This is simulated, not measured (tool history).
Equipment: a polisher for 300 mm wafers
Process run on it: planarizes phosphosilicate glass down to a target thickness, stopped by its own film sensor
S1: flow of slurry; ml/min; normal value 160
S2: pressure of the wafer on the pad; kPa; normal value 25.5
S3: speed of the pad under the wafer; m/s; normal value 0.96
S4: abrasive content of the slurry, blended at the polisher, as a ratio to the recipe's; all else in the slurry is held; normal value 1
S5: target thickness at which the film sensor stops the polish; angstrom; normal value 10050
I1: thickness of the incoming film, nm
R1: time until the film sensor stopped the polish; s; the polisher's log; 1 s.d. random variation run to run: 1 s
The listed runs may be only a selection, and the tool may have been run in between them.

| run | hour | S1 | S2 | S3 | S4 | S5 | I1 | R1 |
|---|---|---|---|---|---|---|---|---|
| 1 | 0 | 160 | 25.5 | 0.96 | 1 | 10050 | 1888.9 | 106.3 |
| 2 | 41.9 | 160 | 25.5 | 0.96 | 1 | 10050 | 1869.3 | 105.5 |
| 3 | 90.3 | 140 | 25.5 | 1.14 | 1 | 10050 | 1858.1 | 91.9 |
| 4 | 142.3 | 140 | 25.5 | 1.14 | 1 | 10050 | 1867.5 | 92.4 |
| 5 | 184.7 | 160 | 25.5 | 0.96 | 1 | 10050 | 1865.5 | 104.2 |
|  | 200.7 | slurry nozzle cleaned |
| 6 | 213.1 | 160 | 25.5 | 0.96 | 1 | 10050 | 1869.6 | 106.5 |
| 7 | 269.6 | 160 | 25.5 | 0.96 | 1 | 10050 | 1888.7 | 107.1 |
|  | 286.1 | worn pad replaced by a new one |
|  | 302.2 | slurry blender recalibrated |
|  | 303.9 | conditioning disc replaced and pad reconditioned |
| 8 | 339.3 | 160 | 25.5 | 1.14 | 1 | 11570 | 1866.6 | 77.6 |
| 9 | 392.2 | 160 | 18.6 | 0.96 | 1.3 | 7460 | 1891.4 | 174.3 |
| 10 | 475.1 | 160 | 27.6 | 0.96 | 1 | 11230 | 1883.9 | 89.1 |
|  | 516.4 | head pressure recalibrated |
| 11 | 540.3 | 120 | 25.5 | 1.06 | 1 | 8090 | 1857.3 | 121.2 |
| 12 | 567.3 | 160 | 25.5 | 0.96 | 1 | 10050 | 1878 | 105.7 |
| 13 | 593.1 | 160 | 25.5 | 0.76 | 1.25 | 10050 | 1878 | 112.2 |
|  | 599.5 | slurry nozzle cleaned |
|  | 625.8 | worn pad replaced by a new one |
| 14 | 654 | 160 | 23.4 | 0.96 | 0.8 | 10050 | 1860.1 | 127.2 |
|  | 670.9 | conditioning disc replaced and pad reconditioned |
| 15 | 714.4 | 160 | 25.5 | 0.96 | 1 | 10050 | 1847.4 | 101.2 |
| 16 | 769.9 | 160 | 25.5 | 1.06 | 1 | 10050 | 1859.1 | 96.5 |
|  | 798.8 | slurry blender recalibrated |
| 17 | 843.7 | 160 | 17.2 | 0.96 | 0.85 | 10050 | 1882.4 | 171.4 |
| 18 | 885 | 135 | 31.7 | 0.78 | 0.8 | 10050 | 1841.1 | 113.2 |
| 19 | 938.8 | 160 | 25.5 | 0.96 | 1 | 10050 | 1851.6 | 103.4 |
| 20 | 984.2 | 210 | 33.1 | 0.96 | 1 | 10050 | 1853.5 | 76.2 |
|  | 990.2 | slurry nozzle cleaned |
|  | 1018.2 | worn pad replaced by a new one |
| 21 | 1044.3 | 160 | 25.5 | 0.96 | 1 | 12110 | 1854.2 | 81 |
|  | 1086.6 | conditioning disc replaced and pad reconditioned |
| 22 | 1110.7 | 160 | 33.8 | 0.96 | 1.25 | 10050 | 1872.5 | 74.5 |
| 23 | 1165.6 | 160 | 25.5 | 0.84 | 1 | 12070 | 1885.8 | 95.2 |
| 24 | 1219.2 | 160 | 25.5 | 0.96 | 1 | 10050 | 1859.9 | 111.5 |

What if the next run were any one of these 5? Each begins from the tool's condition after run 24:
| A | 1219.6 | 160 | 25.5 | 0.96 | 1 | 10050 | 1874 | ? |
| B | 1219.6 | 160 | 29.6 | 0.96 | 1.15 | 12320 | 1874 | ? |
| C | 1219.6 | 160 | 25.5 | 0.96 | 0.75 | 10050 | 1874 | ? |
| D | 1219.6 | 205 | 25.5 | 1.08 | 1.25 | 7550 | 1874 | ? |
| E | 1219.6 | 160 | 25.5 | 0.96 | 1 | 7300 | 1874 | ? |

| run | R1 |
|---|---|
| A | 114.2 |
| B | 67.6 |
| C | 136 |
| D | 116.6 |
| E | 150.3 |
What these runs would have given with no unlogged condition in the tool:
| run | R1 |
|---|---|
| A | 105.2 |
| B | 62.3 |
| C | 125.3 |
| D | 107.4 |
| E | 138.5 |
